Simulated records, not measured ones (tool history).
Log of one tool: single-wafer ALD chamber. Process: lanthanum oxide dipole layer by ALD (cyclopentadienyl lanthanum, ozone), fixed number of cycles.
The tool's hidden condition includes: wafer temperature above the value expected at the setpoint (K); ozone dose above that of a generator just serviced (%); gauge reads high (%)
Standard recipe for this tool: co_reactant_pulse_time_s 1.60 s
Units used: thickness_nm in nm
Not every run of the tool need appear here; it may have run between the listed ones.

| run | day | co_reactant_pulse_time_s | wafers since the last listed run | hours since the last thermocouple change | hours since the last ozone generator service | hours since the showerhead was replaced | hours since the gauge calibration | read-back reference wafer on the same gauge, thickness_nm | thickness_nm |
|---|---|---|---|---|---|---|---|---|---|
| 1 | 0.000 | 1.60 | 0 | 2097.9 | 1131.9 | 4055.5 | 394.4 | 0.424 | 0.493 |
| 2 | 2.829 | 1.60 | 1126 | 2165.8 | 1199.8 | 4123.4 | 462.3 | 0.424 | 0.496 |
| 3 | 5.117 | 1.60 | 910 | 2220.7 | 1254.7 | 4178.3 | 517.2 | 0.424 | 0.492 |
| 4 | 7.492 | 1.60 | 945 | 2277.7 | 1311.7 | 4235.3 | 574.2 | 0.424 | 0.493 |
| 5 | 9.621 | 1.60 | 847 | 2328.8 | 1362.8 | 4286.4 | 625.3 | 0.424 | 0.492 |
| 6 | 11.875 | 1.60 | 897 | 2382.9 | 1416.9 | 4340.5 | 679.4 | 0.424 | 0.490 |
| 7 | 13.033 | 1.60 | 461 | 2410.7 | 1444.7 | 4368.3 | 707.2 | 0.424 | 0.490 |
| 8 | 14.179 | 1.60 | 456 | 2438.2 | 1472.2 | 4395.8 | 734.7 | 0.424 | 0.488 |
| 9 | 15.333 | 1.60 | 459 | 2465.9 | 1499.9 | 4423.5 | 762.4 | 0.424 | 0.488 |
|  | 16.383 | ozone generator serviced |
| 10 | 16.879 | 1.60 | 482 | 2503.0 | 11.9 | 4460.6 | 799.5 | 0.424 | 0.514 |
| 11 | 17.992 | 1.60 | 442 | 2529.7 | 38.6 | 4487.3 | 826.2 | 0.424 | 0.515 |
| 12 | 19.421 | 1.24 | 568 | 2564.0 | 72.9 | 4521.6 | 860.5 | 0.424 | 0.487 |
| 13 | 20.608 | 1.14 | 472 | 2592.5 | 101.4 | 4550.1 | 889.0 | 0.424 | 0.473 |
|  | 22.246 | thermocouple changed; heater temperature recalibrated |
| 14 | 23.288 | 1.91 | 933 | 25.0 | 165.7 | 4614.4 | 953.3 | 0.424 | 0.525 |
| 15 | 25.046 | 1.89 | 700 | 67.2 | 207.9 | 4656.6 | 995.5 | 0.424 | 0.522 |
|  | 25.796 | gauge calibrated |
| 16 | 27.867 | 1.41 | 1123 | 134.9 | 275.6 | 4724.3 | 49.7 | 0.424 | 0.499 |
| 17 | 30.150 | 1.99 | 909 | 189.7 | 330.4 | 4779.1 | 104.5 | 0.424 | 0.524 |
| 18 | 31.683 | 1.60 | 610 | 226.5 | 367.2 | 4815.9 | 141.3 | 0.424 | 0.510 |
|  | 32.779 | showerhead replaced |
| 19 | 32.800 | 2.21 | 311 | 253.3 | 394.0 | 0.5 | 168.1 | 0.424 | 0.527 |
| 20 | 35.675 | 1.13 | 1144 | 322.3 | 463.0 | 69.5 | 237.1 | 0.424 | 0.467 |
| 21 | 38.658 | 1.60 | 1187 | 393.9 | 534.6 | 141.1 | 308.7 | 0.424 | 0.510 |
| 22 | 39.679 | 1.28 | 406 | 418.4 | 559.1 | 165.6 | 333.2 | 0.424 | 0.480 |
| 23 | 42.646 | 1.07 | 1181 | 489.6 | 630.3 | 236.8 | 404.4 | 0.424 | 0.452 |

What if the next run were any one of these 3? Each begins from the tool's condition after run 23:
| A | 42.662 | 1.60 | 6 | 490.0 | 630.7 | 237.2 | 404.8 | ? | ? |
| B | 42.662 | 1.03 | 6 | 490.0 | 630.7 | 237.2 | 404.8 | ? | ? |
| C | 42.662 | 1.30 | 6 | 490.0 | 630.7 | 237.2 | 404.8 | ? | ? |

| run | read-back reference wafer on the same gauge, thickness_nm | thickness_nm |
|---|---|---|
| A | 0.424 | 0.506 |
| B | 0.424 | 0.445 |
| C | 0.424 | 0.482 |
The same runs, with their run-to-run variation unchanged, on a tool lacking any hidden condition would have given:
| run | thickness_nm |
|---|---|
| A | 0.516 |
| B | 0.464 |
| C | 0.496 |
